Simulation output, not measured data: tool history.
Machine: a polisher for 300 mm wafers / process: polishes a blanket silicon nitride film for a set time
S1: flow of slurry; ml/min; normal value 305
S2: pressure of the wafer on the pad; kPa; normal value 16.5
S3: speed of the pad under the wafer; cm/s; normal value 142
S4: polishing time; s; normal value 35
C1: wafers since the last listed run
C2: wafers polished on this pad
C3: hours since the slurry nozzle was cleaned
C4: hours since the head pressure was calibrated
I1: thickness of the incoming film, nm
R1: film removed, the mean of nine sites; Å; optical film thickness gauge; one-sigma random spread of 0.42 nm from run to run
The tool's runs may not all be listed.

| run | hour | S1 | S2 | S3 | S4 | C1 | C2 | C3 | C4 | I1 | R1 |
|---|---|---|---|---|---|---|---|---|---|---|---|
| 1 | 0.0 | 305 | 16.5 | 112 | 35 | 0 | 531 | 388.7 | 122.5 | 680.4 | 428 |
| 2 | 26.8 | 305 | 16.5 | 142 | 35 | 214 | 746 | 415.5 | 149.3 | 682.8 | 493 |
| 3 | 64.8 | 305 | 16.5 | 142 | 35 | 304 | 1051 | 453.5 | 187.3 | 695.6 | 484 |
| 4 | 97.1 | 305 | 16.5 | 142 | 35 | 258 | 1310 | 485.8 | 219.6 | 695.1 | 485 |
| 5 | 156.4 | 305 | 16.5 | 142 | 35 | 475 | 1785 | 545.1 | 278.9 | 685.2 | 485 |
| 6 | 221.1 | 305 | 17.9 | 142 | 35 | 518 | 2303 | 609.8 | 343.6 | 676.1 | 520 |
| 7 | 283.3 | 305 | 17.9 | 142 | 35 | 498 | 2802 | 672.0 | 405.8 | 677.8 | 519 |
| 8 | 338.0 | 305 | 17.9 | 142 | 35 | 438 | 3240 | 726.7 | 460.5 | 697.8 | 514 |
| 9 | 398.9 | 305 | 16.5 | 142 | 35 | 488 | 3728 | 787.6 | 521.4 | 695.8 | 475 |
|  | 408.1 | worn pad replaced by a new one, of another model than before |
| 10 | 455.5 | 305 | 16.5 | 142 | 35 | 421 | 379 | 844.2 | 578.0 | 687.6 | 472 |
|  | 466.4 | slurry nozzle cleaned |
| 11 | 485.3 | 305 | 16.5 | 142 | 35 | 230 | 610 | 18.9 | 607.8 | 677.2 | 473 |
| 12 | 551.8 | 305 | 16.5 | 142 | 35 | 532 | 1143 | 85.4 | 674.3 | 696.3 | 468 |
|  | 568.3 | head pressure recalibrated |
| 13 | 602.2 | 305 | 16.5 | 142 | 35 | 387 | 1531 | 135.8 | 33.9 | 690.1 | 489 |
| 14 | 636.5 | 305 | 16.5 | 108 | 38 | 274 | 1806 | 170.1 | 68.2 | 691.5 | 435 |
| 15 | 673.7 | 305 | 16.5 | 168 | 35 | 298 | 2104 | 207.3 | 105.4 | 696.0 | 557 |
| 16 | 699.5 | 305 | 16.5 | 142 | 35 | 206 | 2311 | 233.1 | 131.2 | 689.8 | 486 |
| 17 | 759.5 | 380 | 16.5 | 110 | 40 | 480 | 2791 | 293.1 | 191.2 | 690.7 | 475 |
|  | 827.2 | worn pad replaced by a new one |
| 18 | 852.2 | 405 | 16.5 | 158 | 26 | 710 | 200 | 385.8 | 283.9 | 685.3 | 403 |
| 19 | 880.2 | 305 | 16.5 | 142 | 35 | 224 | 424 | 413.8 | 311.9 | 689.3 | 489 |
| 20 | 907.2 | 305 | 16.5 | 142 | 41 | 216 | 641 | 440.8 | 338.9 | 690.0 | 569 |
| 21 | 964.5 | 305 | 13.1 | 142 | 46 | 459 | 1100 | 498.1 | 396.2 | 679.7 | 530 |
| 22 | 1012.9 | 305 | 17.9 | 142 | 35 | 387 | 1488 | 546.5 | 444.6 | 687.6 | 504 |
| 23 | 1070.1 | 370 | 19.3 | 122 | 46 | 458 | 1946 | 603.7 | 501.8 | 689.2 | 655 |
|  | 1116.2 | head pressure recalibrated |
| 24 | 1129.4 | 270 | 15.2 | 172 | 40 | 459 | 2405 | 663.0 | 13.2 | 691.3 | 595 |
| 25 | 1196.5 | 305 | 16.5 | 142 | 45 | 537 | 2943 | 730.1 | 80.3 | 686.5 | 631 |
| 26 | 1262.8 | 305 | 16.5 | 142 | 35 | 531 | 3475 | 796.4 | 146.6 | 687.6 | 487 |
|  | 1294.0 | worn pad replaced by a new one |
| 27 | 1312.6 | 305 | 16.5 | 142 | 35 | 367 | 148 | 846.2 | 196.4 | 695.7 | 487 |
| 28 | 1381.0 | 305 | 16.5 | 142 | 35 | 548 | 696 | 914.6 | 264.8 | 700.2 | 487 |
|  | 1390.7 | slurry nozzle cleaned |
| 29 | 1416.2 | 215 | 12.4 | 94 | 27 | 274 | 971 | 25.5 | 300.0 | 686.6 | 213 |
| 30 | 1468.1 | 260 | 16.5 | 142 | 24 | 415 | 1386 | 77.4 | 351.9 | 680.0 | 320 |
| 31 | 1515.6 | 260 | 16.5 | 142 | 32 | 380 | 1767 | 124.9 | 399.4 | 682.6 | 430 |
| 32 | 1587.6 | 305 | 16.5 | 142 | 35 | 577 | 2344 | 196.9 | 471.4 | 696.2 | 487 |
| 33 | 1612.0 | 305 | 16.5 | 142 | 26 | 195 | 2540 | 221.3 | 495.8 | 681.3 | 358 |
| 34 | 1680.9 | 225 | 19.3 | 142 | 39 | 552 | 3092 | 290.2 | 564.7 | 694.6 | 567 |
|  | 1685.1 | head pressure recalibrated |
|  | 1719.0 | worn pad replaced by a new one |
| 35 | 1729.5 | 305 | 16.5 | 142 | 35 | 341 | 84 | 338.8 | 44.4 | 699.2 | 493 |
| 36 | 1768.1 | 305 | 12.4 | 184 | 35 | 309 | 393 | 377.4 | 83.0 | 689.0 | 481 |
| 37 | 1823.3 | 245 | 17.9 | 188 | 42 | 442 | 836 | 432.6 | 138.2 | 681.1 | 738 |

Difference, measured minus no-hidden-state, one row per run. Run-to-run variation is common to both terms; the gauge's own scatter need not be:
Unlogged tool condition in this case: removal rate lost through wear of the pad, %; slurry flow missing at the pad, %; deviation of the head's pressure from its setpoint, %.
| run | R1 |
|---|---|
| 1 | -3 |
| 2 | -4 |
| 3 | -4 |
| 4 | -5 |
| 5 | -6 |
| 6 | -9 |
| 7 | -11 |
| 8 | -14 |
| 9 | -16 |
| 10 | -15 |
| 11 | -16 |
| 12 | -19 |
| 13 | +1 |
| 14 | +1 |
| 15 | +1 |
| 16 | +0 |
| 17 | +0 |
| 18 | -1 |
| 19 | -3 |
| 20 | -4 |
| 21 | -5 |
| 22 | -7 |
| 23 | -12 |
| 24 | +0 |
| 25 | +0 |
| 26 | -1 |
| 27 | -2 |
| 28 | -2 |
| 29 | -1 |
| 30 | -3 |
| 31 | -6 |
| 32 | -8 |
| 33 | -7 |
| 34 | -14 |
| 35 | +0 |
| 36 | +0 |
| 37 | -1 |

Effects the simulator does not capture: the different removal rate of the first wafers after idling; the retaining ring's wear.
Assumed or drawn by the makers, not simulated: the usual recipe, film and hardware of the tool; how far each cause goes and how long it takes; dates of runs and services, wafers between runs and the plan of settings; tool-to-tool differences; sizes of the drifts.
